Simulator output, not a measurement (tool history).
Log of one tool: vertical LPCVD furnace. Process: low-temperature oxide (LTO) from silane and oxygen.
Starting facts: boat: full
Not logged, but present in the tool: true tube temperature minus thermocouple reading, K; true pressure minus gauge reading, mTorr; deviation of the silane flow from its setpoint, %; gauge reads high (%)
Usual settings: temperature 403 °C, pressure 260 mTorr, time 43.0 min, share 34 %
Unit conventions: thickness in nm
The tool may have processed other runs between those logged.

| run | hour | temperature | pressure | time | share | wafers since the last listed run | hours since the last temperature calibration | hours since the pressure gauge was zeroed | hours since the silane flow controller was replaced | hours since the gauge calibration | read-back reference wafer on the same gauge, thickness | thickness |
|---|---|---|---|---|---|---|---|---|---|---|---|---|
| 1 | 0.0 | 403 | 260 | 43.0 | 38 | 0 | 4237.4 | 2499.2 | 2253.4 | 12.6 | 483.91 | 497.13 |
| 2 | 8.8 | 403 | 260 | 43.0 | 34 | 89 | 4246.2 | 2508.0 | 2262.2 | 21.4 | 483.88 | 429.16 |
| 3 | 22.5 | 403 | 260 | 43.0 | 34 | 138 | 4259.9 | 2521.7 | 2275.9 | 35.1 | 483.97 | 430.58 |
| 4 | 37.3 | 403 | 260 | 43.0 | 34 | 149 | 4274.7 | 2536.5 | 2290.7 | 49.9 | 484.23 | 429.18 |
| 5 | 53.0 | 403 | 260 | 43.0 | 34 | 158 | 4290.4 | 2552.2 | 2306.4 | 65.6 | 484.09 | 428.67 |
| 6 | 67.3 | 403 | 260 | 43.0 | 34 | 144 | 4304.7 | 2566.5 | 2320.7 | 79.9 | 484.01 | 429.41 |
|  | 100.6 | pressure gauge zeroed |
|  | 101.7 | silane flow controller replaced |
| 7 | 102.2 | 403 | 260 | 43.0 | 34 | 99 | 4339.6 | 1.6 | 0.5 | 114.8 | 483.86 | 429.34 |
|  | 127.4 | thermocouples replaced and temperature profile calibrated |
| 8 | 127.9 | 403 | 260 | 29.5 | 34 | 17 | 0.5 | 27.3 | 26.2 | 140.5 | 484.24 | 295.09 |
| 9 | 133.3 | 403 | 260 | 52.0 | 34 | 54 | 5.9 | 32.7 | 31.6 | 145.9 | 483.70 | 519.69 |
|  | 155.7 | gauge calibrated |
| 10 | 157.0 | 403 | 260 | 29.5 | 34 | 239 | 29.6 | 56.4 | 55.3 | 1.3 | 484.25 | 295.44 |
| 11 | 169.7 | 403 | 260 | 43.0 | 34 | 128 | 42.3 | 69.1 | 68.0 | 14.0 | 483.70 | 430.50 |
| 12 | 191.0 | 403 | 315 | 35.0 | 36 | 215 | 63.6 | 90.4 | 89.3 | 35.3 | 483.87 | 457.11 |
| 13 | 207.3 | 403 | 260 | 43.0 | 31 | 165 | 79.9 | 106.7 | 105.6 | 51.6 | 484.31 | 377.07 |
| 14 | 223.4 | 399 | 260 | 55.5 | 37 | 163 | 96.0 | 122.8 | 121.7 | 67.7 | 483.93 | 592.36 |

5 options for the next run, each taken on its own from the tool as it stands now. Forecast them:
| A | 228.9 | 403 | 260 | 43.0 | 34 | 55 | 101.5 | 128.3 | 127.2 | 73.2 | ? | ? |
| B | 228.9 | 398 | 280 | 57.0 | 39 | 55 | 101.5 | 128.3 | 127.2 | 73.2 | ? | ? |
| C | 228.9 | 413 | 260 | 48.0 | 34 | 55 | 101.5 | 128.3 | 127.2 | 73.2 | ? | ? |
| D | 228.9 | 409 | 260 | 43.0 | 31 | 55 | 101.5 | 128.3 | 127.2 | 73.2 | ? | ? |
| E | 228.9 | 403 | 290 | 43.0 | 34 | 55 | 101.5 | 128.3 | 127.2 | 73.2 | ? | ? |

| run | read-back reference wafer on the same gauge, thickness | thickness |
|---|---|---|
| A | 484.01 | 428.90 |
| B | 484.01 | 690.95 |
| C | 484.01 | 535.50 |
| D | 484.01 | 404.17 |
| E | 484.01 | 478.38 |
With no hidden state in the tool, these same runs would have given:
| run | thickness |
|---|---|
| A | 428.90 |
| B | 690.95 |
| C | 535.50 |
| D | 404.17 |
| E | 478.38 |

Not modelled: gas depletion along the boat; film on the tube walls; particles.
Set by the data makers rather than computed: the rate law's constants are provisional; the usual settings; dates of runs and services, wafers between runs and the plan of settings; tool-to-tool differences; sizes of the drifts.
